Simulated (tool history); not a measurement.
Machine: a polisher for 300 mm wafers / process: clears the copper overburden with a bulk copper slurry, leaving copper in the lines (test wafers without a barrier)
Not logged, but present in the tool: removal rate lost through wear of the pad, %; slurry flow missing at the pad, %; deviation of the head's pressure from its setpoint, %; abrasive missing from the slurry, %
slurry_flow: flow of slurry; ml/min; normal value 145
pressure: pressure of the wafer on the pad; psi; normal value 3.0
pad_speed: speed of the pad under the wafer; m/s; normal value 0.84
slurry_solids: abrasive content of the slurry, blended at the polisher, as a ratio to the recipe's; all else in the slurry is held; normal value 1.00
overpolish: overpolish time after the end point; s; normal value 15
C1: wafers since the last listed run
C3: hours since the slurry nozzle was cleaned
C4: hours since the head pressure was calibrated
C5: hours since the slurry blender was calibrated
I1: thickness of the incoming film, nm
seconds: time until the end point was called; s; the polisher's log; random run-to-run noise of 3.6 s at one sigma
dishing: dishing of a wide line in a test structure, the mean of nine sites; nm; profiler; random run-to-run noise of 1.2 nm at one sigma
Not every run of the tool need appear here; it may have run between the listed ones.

{"run": 1, "hour": 0.0, "slurry_flow": 145, "pressure": 3.0, "pad_speed": 1.0, "slurry_solids": 1.0, "overpolish": 15, "C1": 0, "wafers polished on this pad": 2128, "C3": 33.3, "C4": 227.8, "C5": 261.4, "I1": 1256.3, "seconds": 160.5, "dishing": 58.9}
{"run": 2, "hour": 101.3, "slurry_flow": 145, "pressure": 3.0, "pad_speed": 1.0, "slurry_solids": 1.0, "overpolish": 15, "C1": 871, "wafers polished on this pad": 2999, "C3": 134.6, "C4": 329.1, "C5": 362.7, "I1": 1275.4, "seconds": 166.0, "dishing": 55.3}
{"run": 3, "hour": 199.7, "slurry_flow": 145, "pressure": 3.0, "pad_speed": 0.84, "slurry_solids": 1.0, "overpolish": 15, "C1": 846, "wafers polished on this pad": 3845, "C3": 233.0, "C4": 427.5, "C5": 461.1, "I1": 1274.2, "seconds": 188.7, "dishing": 52.4}
{"hour": 252.6, "done": "worn pad replaced by a new one"}
{"run": 4, "hour": 260.8, "slurry_flow": 145, "pressure": 3.0, "pad_speed": 0.84, "slurry_solids": 1.0, "overpolish": 15, "C1": 491, "wafers polished on this pad": 70, "C3": 294.1, "C4": 488.6, "C5": 522.2, "I1": 1269.4, "seconds": 195.0, "dishing": 52.4}
{"hour": 264.6, "done": "slurry blender recalibrated"}
{"run": 5, "hour": 355.5, "slurry_flow": 145, "pressure": 3.0, "pad_speed": 0.84, "slurry_solids": 1.2, "overpolish": 15, "C1": 797, "wafers polished on this pad": 868, "C3": 388.8, "C4": 583.3, "C5": 90.9, "I1": 1269.7, "seconds": 185.6, "dishing": 53.1}
{"run": 6, "hour": 449.5, "slurry_flow": 145, "pressure": 3.0, "pad_speed": 0.84, "slurry_solids": 1.2, "overpolish": 15, "C1": 808, "wafers polished on this pad": 1676, "C3": 482.8, "C4": 677.3, "C5": 184.9, "I1": 1259.2, "seconds": 183.5, "dishing": 52.4}
{"hour": 513.6, "done": "slurry nozzle cleaned"}
{"run": 7, "hour": 555.0, "slurry_flow": 145, "pressure": 3.0, "pad_speed": 0.84, "slurry_solids": 1.2, "overpolish": 15, "C1": 898, "wafers polished on this pad": 2575, "C3": 41.4, "C4": 782.8, "C5": 290.4, "I1": 1267.8, "seconds": 197.6, "dishing": 55.1}
{"run": 8, "hour": 651.7, "slurry_flow": 145, "pressure": 3.0, "pad_speed": 0.84, "slurry_solids": 1.0, "overpolish": 15, "C1": 831, "wafers polished on this pad": 3406, "C3": 138.1, "C4": 879.5, "C5": 387.1, "I1": 1260.5, "seconds": 194.2, "dishing": 50.9}
{"hour": 708.5, "done": "worn pad replaced by a new one"}
{"run": 9, "hour": 728.9, "slurry_flow": 145, "pressure": 3.0, "pad_speed": 0.84, "slurry_solids": 1.0, "overpolish": 15, "C1": 629, "wafers polished on this pad": 175, "C3": 215.3, "C4": 956.7, "C5": 464.3, "I1": 1267.8, "seconds": 205.2, "dishing": 50.9}
{"hour": 737.4, "done": "slurry blender recalibrated"}
{"run": 10, "hour": 812.9, "slurry_flow": 145, "pressure": 3.0, "pad_speed": 0.96, "slurry_solids": 1.0, "overpolish": 15, "C1": 705, "wafers polished on this pad": 880, "C3": 299.3, "C4": 1040.7, "C5": 75.5, "I1": 1290.4, "seconds": 189.1, "dishing": 53.3}
{"run": 11, "hour": 910.1, "slurry_flow": 145, "pressure": 3.0, "pad_speed": 0.84, "slurry_solids": 1.0, "overpolish": 15, "C1": 835, "wafers polished on this pad": 1716, "C3": 396.5, "C4": 1137.9, "C5": 172.7, "I1": 1272.4, "seconds": 201.4, "dishing": 47.4}
{"run": 12, "hour": 958.3, "slurry_flow": 145, "pressure": 3.0, "pad_speed": 0.84, "slurry_solids": 1.0, "overpolish": 15, "C1": 414, "wafers polished on this pad": 2130, "C3": 444.7, "C4": 1186.1, "C5": 220.9, "I1": 1280.5, "seconds": 213.8, "dishing": 48.9}
{"hour": 1051.8, "done": "head pressure recalibrated"}
{"hour": 1067.1, "done": "slurry nozzle cleaned"}
{"run": 13, "hour": 1148.4, "slurry_flow": 170, "pressure": 3.0, "pad_speed": 0.84, "slurry_solids": 0.75, "overpolish": 15, "C1": 1608, "wafers polished on this pad": 3739, "C3": 81.3, "C4": 96.6, "C5": 411.0, "I1": 1275.1, "seconds": 196.5, "dishing": 54.6}
{"hour": 1219.9, "done": "slurry blender recalibrated"}
{"run": 14, "hour": 1233.8, "slurry_flow": 145, "pressure": 3.0, "pad_speed": 0.84, "slurry_solids": 1.0, "overpolish": 9, "C1": 717, "wafers polished on this pad": 4456, "C3": 166.7, "C4": 182.0, "C5": 13.9, "I1": 1274.5, "seconds": 189.6, "dishing": 39.0}
{"hour": 1254.9, "done": "worn pad replaced by a new one"}
{"run": 15, "hour": 1275.7, "slurry_flow": 95, "pressure": 3.0, "pad_speed": 1.02, "slurry_solids": 1.15, "overpolish": 15, "C1": 325, "wafers polished on this pad": 179, "C3": 208.6, "C4": 223.9, "C5": 55.8, "I1": 1265.1, "seconds": 160.9, "dishing": 54.8}
{"run": 16, "hour": 1536.1, "slurry_flow": 100, "pressure": 2.1, "pad_speed": 0.84, "slurry_solids": 1.0, "overpolish": 22, "C1": 2239, "wafers polished on this pad": 2418, "C3": 469.0, "C4": 484.3, "C5": 316.2, "I1": 1250.5, "seconds": 284.4, "dishing": 49.8}
{"run": 17, "hour": 1579.5, "slurry_flow": 180, "pressure": 3.0, "pad_speed": 0.76, "slurry_solids": 1.2, "overpolish": 9, "C1": 373, "wafers polished on this pad": 2791, "C3": 512.4, "C4": 527.7, "C5": 359.6, "I1": 1291.4, "seconds": 199.0, "dishing": 37.3}
{"hour": 1618.7, "done": "slurry nozzle cleaned"}
{"run": 18, "hour": 1714.5, "slurry_flow": 125, "pressure": 3.4, "pad_speed": 0.84, "slurry_solids": 1.0, "overpolish": 15, "C1": 1152, "wafers polished on this pad": 3944, "C3": 95.8, "C4": 662.7, "C5": 494.6, "I1": 1266.2, "seconds": 171.5, "dishing": 54.4}
{"hour": 1720.0, "done": "worn pad replaced by a new one"}
{"hour": 1766.7, "done": "slurry blender recalibrated"}
{"run": 19, "hour": 1816.2, "slurry_flow": 145, "pressure": 3.0, "pad_speed": 0.84, "slurry_solids": 1.0, "overpolish": 15, "C1": 822, "wafers polished on this pad": 810, "C3": 197.5, "C4": 764.4, "C5": 49.5, "I1": 1289.6, "seconds": 203.3, "dishing": 50.3}
{"hour": 2035.9, "done": "slurry nozzle cleaned"}
{"run": 20, "hour": 2044.9, "slurry_flow": 145, "pressure": 3.3, "pad_speed": 1.12, "slurry_solids": 1.0, "overpolish": 22, "C1": 1958, "wafers polished on this pad": 2768, "C3": 9.0, "C4": 993.1, "C5": 278.2, "I1": 1268.5, "seconds": 151.9, "dishing": 69.0}
{"hour": 2061.6, "done": "head pressure recalibrated"}
{"run": 21, "hour": 2085.6, "slurry_flow": 145, "pressure": 3.0, "pad_speed": 0.84, "slurry_solids": 1.0, "overpolish": 15, "C1": 332, "wafers polished on this pad": 3101, "C3": 49.7, "C4": 24.0, "C5": 318.9, "I1": 1266.1, "seconds": 189.0, "dishing": 54.3}
{"run": 22, "hour": 2138.9, "slurry_flow": 145, "pressure": 3.0, "pad_speed": 0.84, "slurry_solids": 1.0, "overpolish": 15, "C1": 458, "wafers polished on this pad": 3559, "C3": 103.0, "C4": 77.3, "C5": 372.2, "I1": 1269.7, "seconds": 186.6, "dishing": 51.5}
{"hour": 2177.1, "done": "worn pad replaced by a new one"}
{"run": 23, "hour": 2238.5, "slurry_flow": 145, "pressure": 3.0, "pad_speed": 0.66, "slurry_solids": 0.8, "overpolish": 15, "C1": 822, "wafers polished on this pad": 528, "C3": 202.6, "C4": 176.9, "C5": 471.8, "I1": 1286.5, "seconds": 234.3, "dishing": 46.4}
{"hour": 2285.4, "done": "slurry blender recalibrated"}
{"run": 24, "hour": 2342.3, "slurry_flow": 145, "pressure": 3.0, "pad_speed": 0.84, "slurry_solids": 1.0, "overpolish": 15, "C1": 875, "wafers polished on this pad": 1403, "C3": 306.4, "C4": 280.7, "C5": 56.9, "I1": 1270.2, "seconds": 194.3, "dishing": 53.9}
{"run": 25, "hour": 2424.9, "slurry_flow": 145, "pressure": 3.0, "pad_speed": 0.84, "slurry_solids": 1.0, "overpolish": 15, "C1": 710, "wafers polished on this pad": 2113, "C3": 389.0, "C4": 363.3, "C5": 139.5, "I1": 1279.5, "seconds": 198.3, "dishing": 52.2}

Here are 3 independent what-if runs from the current tool condition. What would each one return?
{"run": "A", "hour": 2425.4, "slurry_flow": 145, "pressure": 3.0, "pad_speed": 0.84, "slurry_solids": 1.0, "overpolish": 12, "C1": 4, "wafers polished on this pad": 2118, "C3": 389.5, "C4": 363.8, "C5": 140.0, "I1": 1267.5, "seconds": "?", "dishing": "?"}
{"run": "B", "hour": 2425.4, "slurry_flow": 145, "pressure": 3.7, "pad_speed": 0.92, "slurry_solids": 0.85, "overpolish": 15, "C1": 4, "wafers polished on this pad": 2118, "C3": 389.5, "C4": 363.8, "C5": 140.0, "I1": 1267.5, "seconds": "?", "dishing": "?"}
{"run": "C", "hour": 2425.4, "slurry_flow": 145, "pressure": 3.0, "pad_speed": 0.84, "slurry_solids": 1.25, "overpolish": 7, "C1": 4, "wafers polished on this pad": 2118, "C3": 389.5, "C4": 363.8, "C5": 140.0, "I1": 1267.5, "seconds": "?", "dishing": "?"}

run=A seconds=191.8 dishing=45.1
run=B seconds=151.3 dishing=60.2
run=C seconds=182.6 dishing=31.6
With no hidden state in the tool, these same runs would have given:
run=A seconds=180.7 dishing=47.1
run=B seconds=142.5 dishing=62.4
run=C seconds=172.0 dishing=33.2
